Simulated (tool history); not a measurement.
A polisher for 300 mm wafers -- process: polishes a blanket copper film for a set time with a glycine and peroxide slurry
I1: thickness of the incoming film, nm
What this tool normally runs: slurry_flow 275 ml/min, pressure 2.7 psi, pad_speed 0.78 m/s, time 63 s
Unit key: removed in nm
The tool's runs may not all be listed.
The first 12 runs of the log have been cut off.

{"hour": 864.8, "done": "head pressure recalibrated"}
{"run": 13, "hour": 931.1, "slurry_flow": 275, "pressure": 2.7, "pad_speed": 0.78, "time": 63, "I1": 2200.5, "removed": 330.4}
{"run": 14, "hour": 1030.8, "slurry_flow": 275, "pressure": 2.7, "pad_speed": 0.78, "time": 63, "I1": 2224.7, "removed": 321.9}
{"run": 15, "hour": 1112.0, "slurry_flow": 275, "pressure": 2.7, "pad_speed": 0.78, "time": 63, "I1": 2223.7, "removed": 316.3}
{"run": 16, "hour": 1182.4, "slurry_flow": 275, "pressure": 2.7, "pad_speed": 0.78, "time": 63, "I1": 2250.9, "removed": 308.8}
{"run": 17, "hour": 1254.1, "slurry_flow": 275, "pressure": 3.1, "pad_speed": 0.9, "time": 63, "I1": 2238.4, "removed": 370.6}
{"hour": 1293.7, "done": "slurry nozzle cleaned"}
{"hour": 1308.1, "done": "worn pad replaced by a new one"}
{"run": 18, "hour": 1313.5, "slurry_flow": 240, "pressure": 2.0, "pad_speed": 0.88, "time": 63, "I1": 2226.3, "removed": 247.2}
{"run": 19, "hour": 1378.3, "slurry_flow": 330, "pressure": 2.3, "pad_speed": 0.88, "time": 63, "I1": 2219.4, "removed": 278.6}
{"run": 20, "hour": 1473.9, "slurry_flow": 370, "pressure": 2.7, "pad_speed": 0.78, "time": 63, "I1": 2223.6, "removed": 309.2}
{"run": 21, "hour": 1571.0, "slurry_flow": 275, "pressure": 2.7, "pad_speed": 0.78, "time": 63, "I1": 2192.7, "removed": 303.6}
{"run": 22, "hour": 1644.2, "slurry_flow": 275, "pressure": 3.1, "pad_speed": 0.78, "time": 63, "I1": 2224.3, "removed": 345.1}
{"hour": 1736.2, "done": "worn pad replaced by a new one"}
{"hour": 1743.6, "done": "head pressure recalibrated"}
{"run": 23, "hour": 1748.8, "slurry_flow": 220, "pressure": 3.5, "pad_speed": 0.6, "time": 45, "I1": 2206.8, "removed": 274.0}
{"run": 24, "hour": 1804.9, "slurry_flow": 275, "pressure": 2.4, "pad_speed": 0.94, "time": 63, "I1": 2258.2, "removed": 323.4}
{"run": 25, "hour": 1912.8, "slurry_flow": 275, "pressure": 2.7, "pad_speed": 0.78, "time": 63, "I1": 2188.5, "removed": 320.7}
{"run": 26, "hour": 2011.5, "slurry_flow": 275, "pressure": 2.7, "pad_speed": 0.78, "time": 63, "I1": 2243.2, "removed": 316.7}
{"run": 27, "hour": 2197.5, "slurry_flow": 225, "pressure": 3.2, "pad_speed": 0.88, "time": 83, "I1": 2233.4, "removed": 498.6}
{"hour": 2236.4, "done": "slurry nozzle cleaned"}
{"hour": 2244.5, "done": "worn pad replaced by a new one"}
{"run": 28, "hour": 2251.2, "slurry_flow": 225, "pressure": 3.6, "pad_speed": 0.56, "time": 63, "I1": 2253.7, "removed": 349.5}
{"run": 29, "hour": 2318.3, "slurry_flow": 330, "pressure": 3.6, "pad_speed": 0.78, "time": 76, "I1": 2191.4, "removed": 486.1}
{"run": 30, "hour": 2400.1, "slurry_flow": 275, "pressure": 2.7, "pad_speed": 0.78, "time": 53, "I1": 2240.0, "removed": 258.1}
{"hour": 2468.6, "done": "head pressure recalibrated"}
{"run": 31, "hour": 2504.8, "slurry_flow": 275, "pressure": 2.7, "pad_speed": 0.66, "time": 52, "I1": 2222.7, "removed": 264.6}

What if the next run were any one of these 4? Each begins from the tool's condition after run 31:
{"run": "A", "hour": 2505.2, "slurry_flow": 275, "pressure": 2.7, "pad_speed": 0.78, "time": 63, "I1": 2225.2, "removed": "?"}
{"run": "B", "hour": 2505.2, "slurry_flow": 215, "pressure": 3.5, "pad_speed": 0.7, "time": 77, "I1": 2225.2, "removed": "?"}
{"run": "C", "hour": 2505.2, "slurry_flow": 275, "pressure": 2.2, "pad_speed": 0.78, "time": 63, "I1": 2225.2, "removed": "?"}
{"run": "D", "hour": 2505.2, "slurry_flow": 205, "pressure": 2.1, "pad_speed": 1.02, "time": 55, "I1": 2225.2, "removed": "?"}

run=A removed=335.0
run=B removed=492.4
run=C removed=276.9
run=D removed=255.1
What these runs would have given with no unlogged condition in the tool:
run=A removed=340.1
run=B removed=500.2
run=C removed=280.8
run=D removed=258.8

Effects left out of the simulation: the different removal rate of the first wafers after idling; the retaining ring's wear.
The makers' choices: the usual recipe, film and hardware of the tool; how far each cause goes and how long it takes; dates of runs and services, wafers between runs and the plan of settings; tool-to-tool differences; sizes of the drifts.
